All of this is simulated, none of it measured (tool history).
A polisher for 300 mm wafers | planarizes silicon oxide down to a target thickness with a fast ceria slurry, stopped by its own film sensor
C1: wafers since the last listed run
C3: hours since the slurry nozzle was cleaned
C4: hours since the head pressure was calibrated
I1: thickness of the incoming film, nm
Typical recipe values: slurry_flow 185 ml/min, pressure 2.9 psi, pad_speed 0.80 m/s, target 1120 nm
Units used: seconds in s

Run 1, day 0.000: usual settings; C1 0; wafers polished on this pad 217; C3 302.7; C4 481.4; I1 2112.7. Result: seconds 97.5 s.
Run 2, day 1.704: usual settings; C1 284; wafers polished on this pad 502; C3 343.6; C4 522.3; I1 2107.3. Result: seconds 97.7 s.
Run 3, day 3.812: usual settings; C1 352; wafers polished on this pad 854; C3 394.2; C4 572.9; I1 2161.2. Result: seconds 102.1 s.
Run 4, day 5.600: usual settings; C1 298; wafers polished on this pad 1153; C3 437.1; C4 615.8; I1 2127.0. Result: seconds 99.2 s.
At day 7.271: slurry nozzle cleaned.
Run 5, day 7.362: usual settings; C1 287; wafers polished on this pad 1441; C3 2.2; C4 658.1; I1 2093.5. Result: seconds 87.7 s.
At day 8.529: worn pad replaced by a new one.
Run 6, day 9.875: usual settings; C1 392; wafers polished on this pad 225; C3 62.5; C4 718.4; I1 2130.5. Result: seconds 93.7 s.
Run 7, day 11.133: usual settings; C1 210; wafers polished on this pad 435; C3 92.7; C4 748.6; I1 2123.7. Result: seconds 94.5 s.
Run 8, day 12.746: usual settings; C1 269; wafers polished on this pad 705; C3 131.4; C4 787.3; I1 2153.4. Result: seconds 96.1 s.
Run 9, day 15.125: usual settings but pressure 2.4 psi; C1 397; wafers polished on this pad 1102; C3 188.5; C4 844.4; I1 2115.3. Result: seconds 107.6 s.
Run 10, day 16.250: usual settings but pressure 2.4 psi; C1 188; wafers polished on this pad 1290; C3 215.5; C4 871.4; I1 2168.9. Result: seconds 113.7 s.
At day 18.612: worn pad replaced by a new one.
Run 11, day 19.108: usual settings but pressure 2.4 psi; C1 450; wafers polished on this pad 82; C3 284.1; C4 940.0; I1 2088.6. Result: seconds 105.6 s.
Run 12, day 21.454: usual settings but slurry_flow 170 ml/min; C1 392; wafers polished on this pad 475; C3 340.4; C4 996.3; I1 2133.9. Result: seconds 98.8 s.
Run 13, day 23.146: usual settings; C1 282; wafers polished on this pad 757; C3 381.0; C4 1036.9; I1 2101.4. Result: seconds 97.0 s.
Run 14, day 25.067: usual settings; C1 321; wafers polished on this pad 1079; C3 427.1; C4 1083.0; I1 2087.3. Result: seconds 95.8 s.
Run 15, day 27.096: usual settings but pressure 2.3 psi; C1 339; wafers polished on this pad 1418; C3 475.8; C4 1131.7; I1 2106.8. Result: seconds 109.2 s.
At day 28.617: worn pad replaced by a new one.
At day 28.779: slurry nozzle cleaned.
Run 16, day 31.025: usual settings but slurry_flow 225 ml/min, pressure 3.8 psi, pad_speed 0.88 m/s, target 1415 nm; C1 622; wafers polished on this pad 395; C3 53.9; C4 1226.0; I1 2088.1. Result: seconds 47.0 s.
At day 33.171: head pressure recalibrated.
Run 17, day 33.192: usual settings but slurry_flow 150 ml/min, pressure 3.2 psi, pad_speed 1.00 m/s; C1 348; wafers polished on this pad 743; C3 105.9; C4 0.5; I1 2123.2. Result: seconds 77.6 s.
Run 18, day 35.700: usual settings; C1 419; wafers polished on this pad 1163; C3 166.1; C4 60.7; I1 2153.1. Result: seconds 98.0 s.
Run 19, day 37.021: usual settings; C1 220; wafers polished on this pad 1384; C3 197.8; C4 92.4; I1 2115.7. Result: seconds 95.9 s.
At day 38.346: worn pad replaced by a new one.
Run 20, day 39.725: usual settings but slurry_flow 210 ml/min, pressure 2.2 psi, target 884 nm; C1 424; wafers polished on this pad 230; C3 262.7; C4 157.3; I1 2146.9. Result: seconds 140.1 s.
Run 21, day 41.333: usual settings but pressure 1.9 psi, pad_speed 1.08 m/s; C1 268; wafers polished on this pad 499; C3 301.3; C4 195.9; I1 2089.0. Result: seconds 94.1 s.
Run 22, day 42.638: usual settings but slurry_flow 210 ml/min; C1 218; wafers polished on this pad 717; C3 332.6; C4 227.2; I1 2131.6. Result: seconds 95.2 s.
Run 23, day 44.708: usual settings but slurry_flow 125 ml/min, pad_speed 0.66 m/s; C1 346; wafers polished on this pad 1063; C3 382.3; C4 276.9; I1 2142.5. Result: seconds 129.2 s.
At day 46.879: worn pad replaced by a new one.
Run 24, day 46.900: usual settings; C1 338; wafers polished on this pad 3; C3 434.9; C4 329.5; I1 2120.6. Result: seconds 100.2 s.

Consider 4 possible next runs. They are alternatives, not a sequence: every one starts from the tool as it was left by run 24. What does each give?
Run A, day 46.917: usual settings but pressure 2.5 psi; C1 2; wafers polished on this pad 6; C3 435.3; C4 329.9; I1 2111.9. Result: seconds ?.
Run B, day 46.917: usual settings but target 787 nm; C1 2; wafers polished on this pad 6; C3 435.3; C4 329.9; I1 2111.9. Result: seconds ?.
Run C, day 46.917: usual settings but slurry_flow 160 ml/min; C1 2; wafers polished on this pad 6; C3 435.3; C4 329.9; I1 2111.9. Result: seconds ?.
Run D, day 46.917: usual settings but target 839 nm; C1 2; wafers polished on this pad 6; C3 435.3; C4 329.9; I1 2111.9. Result: seconds ?.

run  seconds
  A    107.4
  B    131.6
  C    102.6
  D    126.5
With no hidden state in the tool, these same runs would have given:
run  seconds
  A     97.2
  B    119.0
  C     91.4
  D    114.4

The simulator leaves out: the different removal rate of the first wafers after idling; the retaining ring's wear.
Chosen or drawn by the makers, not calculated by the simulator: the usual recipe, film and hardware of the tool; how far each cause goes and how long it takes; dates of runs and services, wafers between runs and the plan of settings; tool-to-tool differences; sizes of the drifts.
